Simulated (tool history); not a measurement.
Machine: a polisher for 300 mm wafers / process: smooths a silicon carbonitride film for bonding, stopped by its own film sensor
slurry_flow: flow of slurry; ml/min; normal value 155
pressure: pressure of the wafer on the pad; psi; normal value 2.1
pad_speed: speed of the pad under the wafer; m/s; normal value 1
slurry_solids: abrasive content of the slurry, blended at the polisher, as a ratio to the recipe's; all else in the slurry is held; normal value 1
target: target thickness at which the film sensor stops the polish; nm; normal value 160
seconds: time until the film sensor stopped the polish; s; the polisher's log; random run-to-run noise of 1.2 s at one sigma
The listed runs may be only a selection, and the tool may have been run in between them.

run	hour	slurry_flow	pressure	pad_speed	slurry_solids	target	incoming thickness of the incoming film, nm	seconds
1	0	155	2.1	1	1	160	191.2	122
# hour 51.9: slurry blender recalibrated
2	70.8	155	2.1	1	1	160	190.1	121.2
# hour 102.4: worn pad replaced by a new one
3	102.9	155	2.1	1	1	160	193.4	130.9
# hour 248.6: slurry nozzle cleaned
4	271	155	2.1	1	1	160	190.5	118.8
5	296.9	155	2.1	1	1	160	193.4	133.3
# hour 316.7: worn pad replaced by a new one
6	324.1	155	2.1	1	1	160	188	105.8
# hour 364.3: slurry blender recalibrated
7	372.7	155	2.1	1	1	160	191.6	120.9
8	399.4	155	2.1	1	1	160	187.3	105.3
9	466.2	155	2.1	1	1	160	192.7	128.7
10	517.8	155	2.1	1	1	158	187.6	120.5
# hour 533.2: head pressure recalibrated
# hour 551.1: worn pad replaced by a new one
11	588.4	155	2.1	1	1	160	190.1	117.6
12	638	155	1.8	0.9	0.75	151	193.4	239.1
13	692.7	155	2.1	1	1	160	190.3	126.2
# hour 696.8: slurry blender recalibrated
14	721.3	155	2.3	1	1	160	188.9	110.5
15	773	120	1.6	0.74	1	164	189.6	203.3
# hour 787.4: worn pad replaced by a new one
16	806.9	205	2.1	1	1	169	189.3	82.9
# hour 827.4: slurry nozzle cleaned
17	832.9	155	2.1	0.7	0.8	160	191.7	171.1
18	897.6	155	2.1	1	1	160	189.3	113.2
19	965.1	155	2.1	1	0.75	160	189.4	126.9
# hour 997.9: slurry blender recalibrated
20	1000.5	155	2.1	1	0.75	151	187.5	163
# hour 1035.5: worn pad replaced by a new one
21	1038	155	2.7	1	1	160	187.8	82.8
22	1106.9	155	2.1	0.68	1	160	189.9	158.8
23	1150.1	155	2.1	1.16	1	160	188.8	102.3

Predict each of these 3 candidate next runs independently; none follows another, all start after run 23:
A	1150.6	115	2.1	1	1	160	187.9	?
B	1150.6	125	2.1	0.88	1	160	187.9	?
C	1150.6	155	2.6	0.82	1	160	187.9	?

run	seconds
A	120.3
B	128.9
C	103.8
Take away the tool's hidden state, keep each run's random variation, and the runs would have read:
run	seconds
A	111
B	119.5
C	97.2

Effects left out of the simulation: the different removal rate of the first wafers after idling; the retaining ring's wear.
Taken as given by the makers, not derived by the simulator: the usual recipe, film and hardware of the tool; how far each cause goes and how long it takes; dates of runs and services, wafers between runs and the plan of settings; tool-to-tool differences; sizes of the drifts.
